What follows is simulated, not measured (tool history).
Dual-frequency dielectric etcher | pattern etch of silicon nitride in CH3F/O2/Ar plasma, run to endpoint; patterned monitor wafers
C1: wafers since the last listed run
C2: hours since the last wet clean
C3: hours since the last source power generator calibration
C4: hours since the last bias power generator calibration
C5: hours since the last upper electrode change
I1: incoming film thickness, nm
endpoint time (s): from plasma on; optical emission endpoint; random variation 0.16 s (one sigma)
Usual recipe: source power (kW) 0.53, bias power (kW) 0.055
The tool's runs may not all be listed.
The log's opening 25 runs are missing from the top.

{"day": 58.029, "done": "wet clean of the chamber"}
{"run": 26, "day": 58.733, "source power (kW)": 0.42, "bias power (kW)": 0.063, "C1": 222, "C2": 16.9, "C3": 550.5, "C4": 615.3, "C5": 443.6, "I1": 35.18, "endpoint time (s)": 51.7}
{"run": 27, "day": 60.696, "source power (kW)": 0.6, "bias power (kW)": 0.069, "C1": 364, "C2": 64, "C3": 597.6, "C4": 662.4, "C5": 490.7, "I1": 34.87, "endpoint time (s)": 40.8}
{"run": 28, "day": 63.579, "source power (kW)": 0.58, "bias power (kW)": 0.042, "C1": 535, "C2": 133.2, "C3": 666.8, "C4": 731.6, "C5": 559.9, "I1": 35, "endpoint time (s)": 51.3}
{"run": 29, "day": 66.1, "source power (kW)": 0.46, "bias power (kW)": 0.05, "C1": 467, "C2": 193.7, "C3": 727.3, "C4": 792.1, "C5": 620.4, "I1": 35.08, "endpoint time (s)": 54.8}
{"run": 30, "day": 69.05, "source power (kW)": 0.53, "bias power (kW)": 0.055, "C1": 547, "C2": 264.5, "C3": 798.1, "C4": 862.9, "C5": 691.2, "I1": 35.13, "endpoint time (s)": 48.8}
{"run": 31, "day": 71.938, "source power (kW)": 0.53, "bias power (kW)": 0.048, "C1": 535, "C2": 333.8, "C3": 867.4, "C4": 932.2, "C5": 760.5, "I1": 35.4, "endpoint time (s)": 52.5}
{"run": 32, "day": 74.446, "source power (kW)": 0.53, "bias power (kW)": 0.055, "C1": 465, "C2": 394, "C3": 927.6, "C4": 992.4, "C5": 820.7, "I1": 35.27, "endpoint time (s)": 49.6}
{"run": 33, "day": 76.038, "source power (kW)": 0.64, "bias power (kW)": 0.055, "C1": 295, "C2": 432.2, "C3": 965.8, "C4": 1030.6, "C5": 858.9, "I1": 34.92, "endpoint time (s)": 44.4}
{"run": 34, "day": 77.812, "source power (kW)": 0.46, "bias power (kW)": 0.065, "C1": 329, "C2": 474.8, "C3": 1008.4, "C4": 1073.2, "C5": 901.5, "I1": 35.6, "endpoint time (s)": 50.6}
{"run": 35, "day": 80.008, "source power (kW)": 0.44, "bias power (kW)": 0.049, "C1": 407, "C2": 527.5, "C3": 1061.1, "C4": 1125.9, "C5": 954.2, "I1": 35.35, "endpoint time (s)": 58.8}

Run 36, settings as shown, results not yet in. Your forecast:
{"day": 81.758, "done": "wet clean of the chamber"}
{"run": 36, "day": 81.779, "source power (kW)": 0.59, "bias power (kW)": 0.055, "C1": 143, "C2": 0.5, "C3": 1103.6, "C4": 1168.4, "C5": 996.7, "I1": 35.46, "endpoint time (s)": "?"}

{"run 36": {"endpoint time (s)": 45.7}}
If the tool had no hidden condition, the same run with the same run-to-run variation would have returned endpoint time (s) 45.7.
